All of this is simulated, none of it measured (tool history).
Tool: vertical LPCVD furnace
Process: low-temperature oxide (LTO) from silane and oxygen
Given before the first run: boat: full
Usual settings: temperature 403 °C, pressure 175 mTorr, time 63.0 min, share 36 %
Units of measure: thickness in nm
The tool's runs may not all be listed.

run	hour	temperature	pressure	time	share	wafers since the last listed run	hours since the last temperature calibration	hours since the pressure gauge was zeroed	hours since the silane flow controller was replaced	hours since the gauge calibration	read-back reference wafer on the same gauge, thickness	thickness
1	0.0	398	175	63.0	36	0	3301.2	2479.1	4941.4	856.7	312.86	367.34
2	64.9	398	175	63.0	36	1116	3366.1	2544.0	5006.3	921.6	313.13	372.01
3	102.0	403	175	63.0	31	638	3403.2	2581.1	5043.4	958.7	313.19	322.64
4	166.9	403	155	63.0	36	1116	3468.1	2646.0	5108.3	1023.6	313.36	349.17
5	233.6	403	175	63.0	36	1147	3534.8	2712.7	5175.0	1090.3	313.31	395.72
6	269.0	403	175	63.0	36	608	3570.2	2748.1	5210.4	1125.7	313.01	395.55
7	301.1	403	175	63.0	36	552	3602.3	2780.2	5242.5	1157.8	312.75	396.35
8	342.0	406	175	63.0	36	703	3643.2	2821.1	5283.4	1198.7	312.95	406.76
9	371.6	406	175	63.0	36	509	3672.8	2850.7	5313.0	1228.3	313.32	409.46
10	409.1	406	175	63.0	36	644	3710.3	2888.2	5350.5	1265.8	312.64	410.47
11	460.2	403	175	52.5	36	878	3761.4	2939.3	5401.6	1316.9	313.16	327.97
12	511.5	403	175	52.5	36	882	3812.7	2990.6	5452.9	1368.2	312.80	328.79
13	555.8	403	175	52.5	36	761	3857.0	3034.9	5497.2	1412.5	313.30	327.65
14	608.0	403	175	63.0	36	897	3909.2	3087.1	5549.4	1464.7	313.57	394.79
15	668.6	403	175	63.0	36	1042	3969.8	3147.7	5610.0	1525.3	312.47	399.76
# hour 714.8: thermocouples replaced and temperature profile calibrated
16	725.1	403	175	63.0	36	558	10.3	3204.2	5666.5	1581.8	313.33	395.86
# hour 726.8: gauge calibrated
# hour 765.4: silane flow controller replaced
17	792.3	403	140	44.5	32	742	77.5	3271.4	26.9	65.5	312.52	193.70
18	854.8	411	135	55.5	38	1074	140.0	3333.9	89.4	128.0	312.74	319.51
# hour 919.6: pressure gauge zeroed
19	920.1	403	175	77.0	33	710	205.3	0.5	154.7	193.3	313.54	413.76
20	983.1	403	165	63.0	36	1083	268.3	63.5	217.7	256.3	313.56	355.32
21	1054.3	403	175	63.0	36	1224	339.5	134.7	288.9	327.5	313.74	377.98
22	1215.0	403	175	63.0	36	2763	500.2	295.4	449.6	488.2	312.68	380.39
23	1249.4	410	175	63.0	36	591	534.6	329.8	484.0	522.6	313.39	411.31
24	1288.4	412	175	63.0	36	670	573.6	368.8	523.0	561.6	312.84	418.71
25	1396.9	403	175	63.0	36	1866	682.1	477.3	631.5	670.1	312.94	382.63
26	1430.9	403	175	63.0	36	584	716.1	511.3	665.5	704.1	313.56	383.87
27	1472.3	403	175	63.0	41	712	757.5	552.7	706.9	745.5	312.81	450.15
28	1503.7	403	190	72.5	39	540	788.9	584.1	738.3	776.9	312.57	528.46
29	1542.1	403	175	44.0	36	660	827.3	622.5	776.7	815.3	312.69	266.80
30	1599.9	398	150	63.0	36	994	885.1	680.3	834.5	873.1	312.92	311.99

Each row is a separate what-if for the run after 30, all from the same tool condition, not one after another. Results?
A	1605.0	403	175	63.0	36	87	890.2	685.4	839.6	878.2	?	?
B	1605.0	403	175	71.0	36	87	890.2	685.4	839.6	878.2	?	?
C	1605.0	403	175	56.0	36	87	890.2	685.4	839.6	878.2	?	?
D	1605.0	400	175	76.5	32	87	890.2	685.4	839.6	878.2	?	?
E	1605.0	403	145	63.0	36	87	890.2	685.4	839.6	878.2	?	?

run	read-back reference wafer on the same gauge, thickness	thickness
A	312.48	382.75
B	312.48	431.35
C	312.48	340.22
D	312.48	382.64
E	312.48	318.10
With the hidden condition removed and each run's random variation left untouched, the same runs would have given:
run	thickness
A	377.12
B	425.01
C	335.22
D	377.02
E	312.47

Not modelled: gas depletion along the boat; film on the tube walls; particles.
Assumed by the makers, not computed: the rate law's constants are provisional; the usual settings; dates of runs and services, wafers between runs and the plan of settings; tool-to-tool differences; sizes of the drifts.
